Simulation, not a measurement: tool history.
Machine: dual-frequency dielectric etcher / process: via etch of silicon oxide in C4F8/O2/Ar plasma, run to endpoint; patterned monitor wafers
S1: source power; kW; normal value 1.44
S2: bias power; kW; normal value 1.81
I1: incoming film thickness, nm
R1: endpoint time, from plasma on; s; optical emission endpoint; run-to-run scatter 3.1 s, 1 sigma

{"run": 1, "hour": 0.0, "S1": 1.44, "S2": 2.077, "I1": 2215.2, "R1": 448.2}
{"run": 2, "hour": 18.0, "S1": 1.44, "S2": 1.81, "I1": 2256, "R1": 469.1}
{"run": 3, "hour": 36.7, "S1": 1.44, "S2": 1.81, "I1": 2214.2, "R1": 462}
{"run": 4, "hour": 64.7, "S1": 1.44, "S2": 1.81, "I1": 2221.4, "R1": 459.2}
{"run": 5, "hour": 86.6, "S1": 1.31, "S2": 1.957, "I1": 2213.4, "R1": 463.2}
{"run": 6, "hour": 104.7, "S1": 1.31, "S2": 1.957, "I1": 2216.1, "R1": 466.9}
{"run": 7, "hour": 140.2, "S1": 1.6, "S2": 1.81, "I1": 2231.3, "R1": 440.8}
{"run": 8, "hour": 175.6, "S1": 1.6, "S2": 1.81, "I1": 2228.9, "R1": 437}
{"hour": 200.5, "done": "wet clean of the chamber"}
{"run": 9, "hour": 201.0, "S1": 1.6, "S2": 1.81, "I1": 2210.3, "R1": 453.4}
{"run": 10, "hour": 208.3, "S1": 1.44, "S2": 1.81, "I1": 2234, "R1": 473.7}
{"run": 11, "hour": 237.9, "S1": 1.23, "S2": 1.692, "I1": 2234.1, "R1": 527}
{"run": 12, "hour": 255.6, "S1": 1.68, "S2": 2.019, "I1": 2225.6, "R1": 421.3}
{"run": 13, "hour": 281.1, "S1": 1.44, "S2": 1.489, "I1": 2229.5, "R1": 504.2}
{"run": 14, "hour": 315.7, "S1": 1.54, "S2": 1.501, "I1": 2224.8, "R1": 479}
{"hour": 365.0, "done": "upper electrode replaced, of another model than before"}
{"run": 15, "hour": 365.5, "S1": 1.44, "S2": 1.81, "I1": 2207.8, "R1": 462.9}
{"run": 16, "hour": 367.7, "S1": 1.44, "S2": 1.81, "I1": 2216.5, "R1": 465.7}
{"run": 17, "hour": 389.9, "S1": 1.44, "S2": 2.039, "I1": 2213.5, "R1": 454.1}
{"hour": 408.4, "done": "source power generator calibrated"}
{"hour": 412.3, "done": "bias power generator calibrated"}
{"run": 18, "hour": 413.0, "S1": 1.44, "S2": 1.81, "I1": 2207.7, "R1": 462.2}
{"run": 19, "hour": 428.9, "S1": 1.54, "S2": 1.588, "I1": 2243.6, "R1": 470.8}
{"run": 20, "hour": 455.6, "S1": 1.58, "S2": 1.81, "I1": 2232.9, "R1": 457.4}
{"run": 21, "hour": 470.3, "S1": 1.44, "S2": 1.81, "I1": 2243.9, "R1": 469.8}
{"run": 22, "hour": 488.4, "S1": 1.59, "S2": 1.497, "I1": 2236.2, "R1": 465.9}
{"run": 23, "hour": 511.3, "S1": 1.44, "S2": 1.81, "I1": 2240.4, "R1": 466.5}
{"run": 24, "hour": 536.2, "S1": 1.44, "S2": 1.696, "I1": 2218.3, "R1": 467.7}
{"run": 25, "hour": 571.5, "S1": 1.44, "S2": 1.81, "I1": 2228.3, "R1": 459.2}
{"run": 26, "hour": 588.9, "S1": 1.31, "S2": 1.957, "I1": 2243.7, "R1": 467}
{"run": 27, "hour": 622.8, "S1": 1.44, "S2": 1.442, "I1": 2228.6, "R1": 473.8}
{"hour": 668.8, "done": "wet clean of the chamber"}
{"run": 28, "hour": 669.3, "S1": 1.44, "S2": 1.81, "I1": 2217.2, "R1": 466.7}
{"run": 29, "hour": 669.7, "S1": 1.12, "S2": 1.61, "I1": 2233.3, "R1": 516.6}
{"run": 30, "hour": 679.5, "S1": 1.64, "S2": 2.025, "I1": 2208.5, "R1": 440}
{"run": 31, "hour": 707.8, "S1": 1.55, "S2": 1.81, "I1": 2227.9, "R1": 462.5}
{"run": 32, "hour": 720.3, "S1": 1.59, "S2": 1.497, "I1": 2200.5, "R1": 469.9}

Expected results for the next run?
{"run": 33, "hour": 745.2, "S1": 1.27, "S2": 2.158, "I1": 2223.1, "R1": "?"}

{"run 33": {"R1": 472.4}}
Without the tool's hidden state the same run would have given R1 473.9 s.
